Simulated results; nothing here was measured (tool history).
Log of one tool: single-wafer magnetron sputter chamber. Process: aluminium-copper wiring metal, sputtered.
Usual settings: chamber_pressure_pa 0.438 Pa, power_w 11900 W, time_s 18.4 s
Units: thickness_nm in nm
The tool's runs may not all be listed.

| run | hour | chamber_pressure_pa | power_w | time_s | read-back reference wafer on the same gauge, thickness_nm | thickness_nm |
|---|---|---|---|---|---|---|
| 1 | 0.0 | 0.438 | 11900 | 18.4 | 410.611 | 375.052 |
| 2 | 22.1 | 0.438 | 13750 | 18.4 | 410.557 | 423.411 |
| 3 | 41.0 | 0.438 | 10600 | 16.0 | 408.907 | 294.328 |
| 4 | 54.2 | 0.438 | 10600 | 18.4 | 410.594 | 339.349 |
| 5 | 84.9 | 0.438 | 10600 | 18.4 | 409.752 | 336.466 |
| 6 | 106.4 | 0.438 | 10600 | 18.4 | 410.067 | 336.961 |
|  | 118.4 | sputter target and shields replaced |
| 7 | 118.9 | 0.438 | 11900 | 18.4 | 409.552 | 379.209 |
| 8 | 163.2 | 0.438 | 11900 | 18.4 | 409.039 | 377.857 |
| 9 | 176.0 | 0.438 | 11900 | 18.4 | 409.784 | 375.000 |
| 10 | 188.7 | 0.438 | 11900 | 18.4 | 409.827 | 376.517 |
| 11 | 220.0 | 0.438 | 11900 | 18.4 | 410.721 | 373.375 |
|  | 230.0 | magnet pack replaced, of another model than before |
| 12 | 240.2 | 0.438 | 11900 | 18.4 | 409.402 | 375.690 |
| 13 | 256.1 | 0.542 | 11900 | 18.4 | 409.655 | 352.522 |
| 14 | 286.3 | 0.554 | 11900 | 21.6 | 408.962 | 408.252 |
| 15 | 319.9 | 0.438 | 11900 | 18.4 | 410.643 | 369.171 |
|  | 380.5 | sputter target and shields replaced |
| 16 | 386.5 | 0.365 | 14750 | 18.4 | 410.325 | 476.559 |
| 17 | 405.8 | 0.438 | 11900 | 18.4 | 410.169 | 377.770 |
| 18 | 423.2 | 0.273 | 11900 | 21.9 | 410.824 | 491.303 |
| 19 | 451.4 | 0.596 | 9050 | 16.5 | 410.294 | 249.282 |
| 20 | 466.9 | 0.438 | 11900 | 18.4 | 410.397 | 373.372 |
| 21 | 481.3 | 0.438 | 11900 | 20.0 | 408.854 | 406.176 |
| 22 | 510.9 | 0.438 | 11900 | 18.4 | 409.413 | 373.554 |
| 23 | 533.7 | 0.364 | 11900 | 16.1 | 410.428 | 340.436 |
| 24 | 562.9 | 0.494 | 10350 | 18.4 | 410.306 | 320.580 |
| 25 | 584.3 | 0.438 | 10600 | 15.7 | 410.033 | 286.070 |
|  | 603.6 | sputter target and shields replaced |
| 26 | 604.1 | 0.307 | 10200 | 15.2 | 410.011 | 296.447 |
| 27 | 624.3 | 0.310 | 13500 | 20.9 | 410.181 | 508.811 |
| 28 | 649.3 | 0.332 | 12900 | 15.3 | 410.357 | 354.133 |
| 29 | 679.2 | 0.438 | 11900 | 18.4 | 409.987 | 376.925 |
|  | 703.3 | capacitance manometer re-zeroed and calibrated |
|  | 706.7 | gauge calibrated |
| 30 | 724.1 | 0.542 | 12800 | 16.3 | 410.507 | 329.884 |
| 31 | 743.6 | 0.438 | 13150 | 21.9 | 410.253 | 480.106 |
|  | 836.6 | sputter target and shields replaced |
| 32 | 848.0 | 0.438 | 10600 | 16.0 | 409.756 | 298.893 |
| 33 | 877.1 | 0.438 | 11900 | 18.4 | 409.958 | 377.213 |
| 34 | 907.3 | 0.438 | 14400 | 18.4 | 409.262 | 442.141 |
| 35 | 935.0 | 0.494 | 10350 | 18.4 | 409.933 | 322.528 |

Measured less the same run without the tool's hidden state. The same run-to-run variation is in both; the gauge's scatter may not be:
The hidden state here: deposition rate above that of a new target (%); true argon pressure above the setpoint (%); gauge reads high (%).
| run | thickness_nm |
|---|---|
| 1 | -5.999 |
| 2 | -8.006 |
| 3 | -6.302 |
| 4 | -7.863 |
| 5 | -9.178 |
| 6 | -10.168 |
| 7 | -1.818 |
| 8 | -3.975 |
| 9 | -4.570 |
| 10 | -5.214 |
| 11 | -6.706 |
| 12 | -7.751 |
| 13 | -8.018 |
| 14 | -10.934 |
| 15 | -11.561 |
| 16 | -1.838 |
| 17 | -2.395 |
| 18 | -4.219 |
| 19 | -3.055 |
| 20 | -5.331 |
| 21 | -6.568 |
| 22 | -7.500 |
| 23 | -7.866 |
| 24 | -8.660 |
| 25 | -8.552 |
| 26 | -1.016 |
| 27 | -3.066 |
| 28 | -3.278 |
| 29 | -4.956 |
| 30 | -6.285 |
| 31 | -10.389 |
| 32 | -1.153 |
| 33 | -2.870 |
| 34 | -5.097 |
| 35 | -4.886 |

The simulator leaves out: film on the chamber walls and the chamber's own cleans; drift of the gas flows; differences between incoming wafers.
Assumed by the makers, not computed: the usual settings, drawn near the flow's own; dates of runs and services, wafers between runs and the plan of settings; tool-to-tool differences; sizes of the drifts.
